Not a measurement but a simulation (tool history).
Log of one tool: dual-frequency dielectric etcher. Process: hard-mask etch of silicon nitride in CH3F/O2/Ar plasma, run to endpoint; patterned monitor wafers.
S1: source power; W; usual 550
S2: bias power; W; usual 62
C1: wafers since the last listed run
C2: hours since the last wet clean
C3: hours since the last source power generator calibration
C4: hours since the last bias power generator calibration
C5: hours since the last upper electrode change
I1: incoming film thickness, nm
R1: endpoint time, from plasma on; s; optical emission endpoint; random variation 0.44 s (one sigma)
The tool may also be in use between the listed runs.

Run 1, hour 0.0: usual settings; C1 0; C2 850.8; C3 1750.4; C4 636.7; C5 5611.2; I1 38.24. Result: R1 50.2 s.
At hour 95.8: wet clean of the chamber.
Run 2, hour 100.9: usual settings but S1 590 W; C1 951; C2 5.1; C3 1851.3; C4 737.6; C5 5712.1; I1 38.12. Result: R1 50.6 s.
Run 3, hour 151.8: usual settings but S1 590 W; C1 629; C2 56.0; C3 1902.2; C4 788.5; C5 5763.0; I1 37.99. Result: R1 50.7 s.
Run 4, hour 212.0: usual settings but S2 66 W; C1 745; C2 116.2; C3 1962.4; C4 848.7; C5 5823.2; I1 38.24. Result: R1 50.8 s.
Run 5, hour 290.4: usual settings but S2 66 W; C1 970; C2 194.6; C3 2040.8; C4 927.1; C5 5901.6; I1 38.05. Result: R1 51.1 s.
Run 6, hour 374.5: usual settings; C1 1040; C2 278.7; C3 2124.9; C4 1011.2; C5 5985.7; I1 37.74. Result: R1 51.4 s.
Run 7, hour 442.9: usual settings; C1 846; C2 347.1; C3 2193.3; C4 1079.6; C5 6054.1; I1 38.61. Result: R1 52.3 s.
At hour 467.6: upper electrode replaced.
Run 8, hour 501.0: usual settings; C1 422; C2 405.2; C3 2251.4; C4 1137.7; C5 33.4; I1 37.97. Result: R1 51.0 s.
Run 9, hour 578.9: usual settings; C1 964; C2 483.1; C3 2329.3; C4 1215.6; C5 111.3; I1 38.37. Result: R1 52.4 s.
Run 10, hour 632.1: usual settings; C1 658; C2 536.3; C3 2382.5; C4 1268.8; C5 164.5; I1 38.43. Result: R1 51.6 s.
At hour 645.2: source power generator calibrated.
Run 11, hour 674.9: usual settings; C1 480; C2 579.1; C3 29.7; C4 1311.6; C5 207.3; I1 38.12. Result: R1 50.7 s.
Run 12, hour 712.8: usual settings but S1 450 W, S2 75 W; C1 469; C2 617.0; C3 67.6; C4 1349.5; C5 245.2; I1 38.05. Result: R1 50.7 s.
At hour 904.1: wet clean of the chamber.
Run 13, hour 1013.9: usual settings; C1 3429; C2 109.8; C3 368.7; C4 1650.6; C5 546.3; I1 38.43. Result: R1 53.2 s.
Run 14, hour 1064.8: usual settings; C1 629; C2 160.7; C3 419.6; C4 1701.5; C5 597.2; I1 38.08. Result: R1 52.4 s.
Run 15, hour 1167.6: usual settings but S1 490 W, S2 77 W; C1 1272; C2 263.5; C3 522.4; C4 1804.3; C5 700.0; I1 38.04. Result: R1 49.4 s.
Run 16, hour 1273.0: usual settings but S1 640 W, S2 55 W; C1 1304; C2 368.9; C3 627.8; C4 1909.7; C5 805.4; I1 38.64. Result: R1 52.6 s.
At hour 1356.6: bias power generator calibrated.
Run 17, hour 1373.1: usual settings but S2 66 W; C1 1189; C2 469.0; C3 727.9; C4 16.5; C5 905.5; I1 37.82. Result: R1 49.1 s.
Run 18, hour 1425.4: usual settings; C1 647; C2 521.3; C3 780.2; C4 68.8; C5 957.8; I1 38.41. Result: R1 51.3 s.
Run 19, hour 1531.0: usual settings but S1 470 W, S2 69 W; C1 1306; C2 626.9; C3 885.8; C4 174.4; C5 1063.4; I1 38.14. Result: R1 52.0 s.
Run 20, hour 1826.3: usual settings but S2 75 W; C1 3654; C2 922.2; C3 1181.1; C4 469.7; C5 1358.7; I1 38.07. Result: R1 45.0 s.
At hour 1854.2: wet clean of the chamber.
Run 21, hour 1901.2: usual settings but S1 620 W, S2 48 W; C1 629; C2 47.0; C3 1256.0; C4 544.6; C5 1433.6; I1 37.94. Result: R1 54.6 s.
Run 22, hour 2001.8: usual settings but S1 610 W, S2 51 W; C1 1245; C2 147.6; C3 1356.6; C4 645.2; C5 1534.2; I1 38.28. Result: R1 54.2 s.
Run 23, hour 2105.9: usual settings but S1 650 W; C1 1288; C2 251.7; C3 1460.7; C4 749.3; C5 1638.3; I1 38.20. Result: R1 47.5 s.
Run 24, hour 2158.2: usual settings; C1 647; C2 304.0; C3 1513.0; C4 801.6; C5 1690.6; I1 38.19. Result: R1 50.5 s.
Run 25, hour 2228.7: usual settings but S1 470 W, S2 67 W; C1 872; C2 374.5; C3 1583.5; C4 872.1; C5 1761.1; I1 38.68. Result: R1 53.5 s.
Run 26, hour 2295.9: usual settings but S2 56 W; C1 831; C2 441.7; C3 1650.7; C4 939.3; C5 1828.3; I1 38.19. Result: R1 54.1 s.
Run 27, hour 2334.7: usual settings; C1 480; C2 480.5; C3 1689.5; C4 978.1; C5 1867.1; I1 38.09. Result: R1 50.6 s.
Run 28, hour 2418.7: usual settings; C1 1039; C2 564.5; C3 1773.5; C4 1062.1; C5 1951.1; I1 37.97. Result: R1 50.4 s.
Run 29, hour 2505.7: usual settings but S2 76 W; C1 1076; C2 651.5; C3 1860.5; C4 1149.1; C5 2038.1; I1 38.27. Result: R1 45.8 s.
Run 30, hour 2556.6: usual settings but S1 470 W, S2 51 W; C1 629; C2 702.4; C3 1911.4; C4 1200.0; C5 2089.0; I1 37.42. Result: R1 57.6 s.
Run 31, hour 2618.5: usual settings but S1 430 W, S2 50 W; C1 766; C2 764.3; C3 1973.3; C4 1261.9; C5 2150.9; I1 38.50. Result: R1 61.4 s.
At hour 2694.7: wet clean of the chamber.
Run 32, hour 2695.2: usual settings but S1 670 W, S2 55 W; C1 652; C2 0.5; C3 2050.0; C4 1338.6; C5 2227.6; I1 38.07. Result: R1 51.0 s.
Run 33, hour 2780.6: usual settings but S1 450 W; C1 1056; C2 85.9; C3 2135.4; C4 1424.0; C5 2313.0; I1 37.98. Result: R1 56.7 s.
Run 34, hour 2887.9: usual settings but S1 600 W; C1 1327; C2 193.2; C3 2242.7; C4 1531.3; C5 2420.3; I1 37.80. Result: R1 50.3 s.
Run 35, hour 2981.5: usual settings; C1 1158; C2 286.8; C3 2336.3; C4 1624.9; C5 2513.9; I1 38.23. Result: R1 52.0 s.

Forecast each of these 4 alternatives for the next run:
Run A, hour 2981.9: usual settings but S1 670 W; C1 4; C2 287.2; C3 2336.7; C4 1625.3; C5 2514.3; I1 38.30. Result: R1 ?.
Run B, hour 2981.9: usual settings but S1 620 W, S2 55 W; C1 4; C2 287.2; C3 2336.7; C4 1625.3; C5 2514.3; I1 38.30. Result: R1 ?.
Run C, hour 2981.9: usual settings but S1 490 W; C1 4; C2 287.2; C3 2336.7; C4 1625.3; C5 2514.3; I1 38.30. Result: R1 ?.
Run D, hour 2981.9: usual settings but S2 49 W; C1 4; C2 287.2; C3 2336.7; C4 1625.3; C5 2514.3; I1 38.30. Result: R1 ?.

run    R1
  A  47.8
  B  52.0
  C  54.2
  D  57.6
Without the tool's hidden state the same runs would have given:
run    R1
  A  48.5
  B  52.8
  C  54.9
  D  58.4

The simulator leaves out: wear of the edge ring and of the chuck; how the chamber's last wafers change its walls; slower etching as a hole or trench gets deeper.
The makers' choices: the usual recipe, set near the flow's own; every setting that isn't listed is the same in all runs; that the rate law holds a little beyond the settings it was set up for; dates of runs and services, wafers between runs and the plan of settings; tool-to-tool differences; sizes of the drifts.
